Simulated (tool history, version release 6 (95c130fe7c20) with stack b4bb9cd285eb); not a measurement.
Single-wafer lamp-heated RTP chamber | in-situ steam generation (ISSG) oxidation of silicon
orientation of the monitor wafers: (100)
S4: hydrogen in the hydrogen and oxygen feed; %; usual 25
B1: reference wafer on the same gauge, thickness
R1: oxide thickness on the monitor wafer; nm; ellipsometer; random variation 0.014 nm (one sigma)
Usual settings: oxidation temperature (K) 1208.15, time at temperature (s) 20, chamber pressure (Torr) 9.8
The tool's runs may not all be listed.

Run 1, hour 0: usual settings but chamber pressure (Torr) 8.8; B1 3.292. Result: R1 4.208 nm.
Run 2, hour 106.5: usual settings; B1 3.29. Result: R1 4.146 nm.
Run 3, hour 207.1: usual settings; B1 3.291. Result: R1 4.178 nm.
Run 4, hour 272.7: usual settings; B1 3.291. Result: R1 4.21 nm.
Run 5, hour 322.8: usual settings but oxidation temperature (K) 1204.15, chamber pressure (Torr) 10.2; B1 3.289. Result: R1 4.099 nm.
At hour 348.8: pyrometer window cleaned and pyrometer calibrated.
Run 6, hour 417.3: usual settings but oxidation temperature (K) 1204.15, chamber pressure (Torr) 10.2; B1 3.295. Result: R1 4.027 nm.
Run 7, hour 489.5: usual settings; B1 3.292. Result: R1 4.091 nm.
Run 8, hour 531.2: usual settings but oxidation temperature (K) 1195.15, time at temperature (s) 27, chamber pressure (Torr) 10.2, S4 19 %; B1 3.291. Result: R1 4.186 nm.
Run 9, hour 627.6: usual settings; B1 3.29. Result: R1 4.108 nm.
Run 10, hour 873.4: usual settings but oxidation temperature (K) 1216.15, time at temperature (s) 27; B1 3.287. Result: R1 4.786 nm.
At hour 965.5: hydrogen flow controller replaced.
At hour 1071.5: gauge calibrated.
Run 11, hour 1161.6: usual settings but S4 32 %; B1 3.29. Result: R1 4.412 nm.
At hour 1208.1: pyrometer window cleaned and pyrometer calibrated.
At hour 1228.9: pressure gauge zeroed.
Run 12, hour 1237.7: usual settings; B1 3.292. Result: R1 4.097 nm.
Run 13, hour 1342.8: usual settings but S4 19 %; B1 3.289. Result: R1 3.884 nm.
Run 14, hour 1408: usual settings but S4 17 %; B1 3.291. Result: R1 3.77 nm.
Run 15, hour 1468.6: usual settings; B1 3.29. Result: R1 4.127 nm.
Run 16, hour 1522.2: usual settings but S4 29 %; B1 3.289. Result: R1 4.258 nm.
Run 17, hour 1579.5: usual settings but oxidation temperature (K) 1195.15, time at temperature (s) 26, chamber pressure (Torr) 8.3, S4 21 %; B1 3.294. Result: R1 4.331 nm.
Run 18, hour 1668.6: usual settings but time at temperature (s) 16; B1 3.288. Result: R1 3.798 nm.
Run 19, hour 1766.4: usual settings; B1 3.289. Result: R1 4.161 nm.
Run 20, hour 1870: usual settings but time at temperature (s) 24, chamber pressure (Torr) 8.7, S4 18 %; B1 3.29. Result: R1 4.24 nm.
Run 21, hour 1907.3: usual settings but oxidation temperature (K) 1221.15, time at temperature (s) 13, chamber pressure (Torr) 10.2, S4 31 %; B1 3.29. Result: R1 3.808 nm.
At hour 2018.4: pyrometer window cleaned and pyrometer calibrated.
Run 22, hour 2020.2: usual settings but oxidation temperature (K) 1225.15; B1 3.29. Result: R1 4.279 nm.
Run 23, hour 2156.3: usual settings but oxidation temperature (K) 1223.15, time at temperature (s) 16, chamber pressure (Torr) 9.1; B1 3.288. Result: R1 3.982 nm.
Run 24, hour 2246.7: usual settings but time at temperature (s) 22, chamber pressure (Torr) 9.2; B1 3.289. Result: R1 4.283 nm.
Run 25, hour 2283.3: usual settings but oxidation temperature (K) 1202.15; B1 3.29. Result: R1 4.056 nm.
Run 26, hour 2361: usual settings; B1 3.291. Result: R1 4.121 nm.
Run 27, hour 2431.4: usual settings; B1 3.286. Result: R1 4.109 nm.
Run 28, hour 2530.1: usual settings but time at temperature (s) 12, chamber pressure (Torr) 8.5, S4 18 %; B1 3.289. Result: R1 3.222 nm.
Run 29, hour 2615.1: usual settings but oxidation temperature (K) 1189.15, time at temperature (s) 14, chamber pressure (Torr) 9; B1 3.287. Result: R1 3.536 nm.
Run 30, hour 2677.6: usual settings but oxidation temperature (K) 1193.15; B1 3.29. Result: R1 3.99 nm.

5 ways to go on from here, each from the tool as it stands after run 30. What would each give?
Run A, hour 2678.1: usual settings; B1 ?. Result: R1 ?.
Run B, hour 2678.1: usual settings but time at temperature (s) 14, chamber pressure (Torr) 10.2, S4 20 %; B1 ?. Result: R1 ?.
Run C, hour 2678.1: usual settings but time at temperature (s) 28, chamber pressure (Torr) 10.2; B1 ?. Result: R1 ?.
Run D, hour 2678.1: usual settings but S4 20 %; B1 ?. Result: R1 ?.
Run E, hour 2678.1: usual settings but oxidation temperature (K) 1195.15, time at temperature (s) 16, S4 18 %; B1 ?. Result: R1 ?.

run     B1     R1
  A  3.288  4.176
  B  3.288  3.442
  C  3.288  4.757
  D  3.288  3.981
  E  3.288  3.453
Without the tool's hidden state the same runs would have given:
run     R1
  A  4.116
  B    3.4
  C  4.681
  D  3.925
  E  3.412
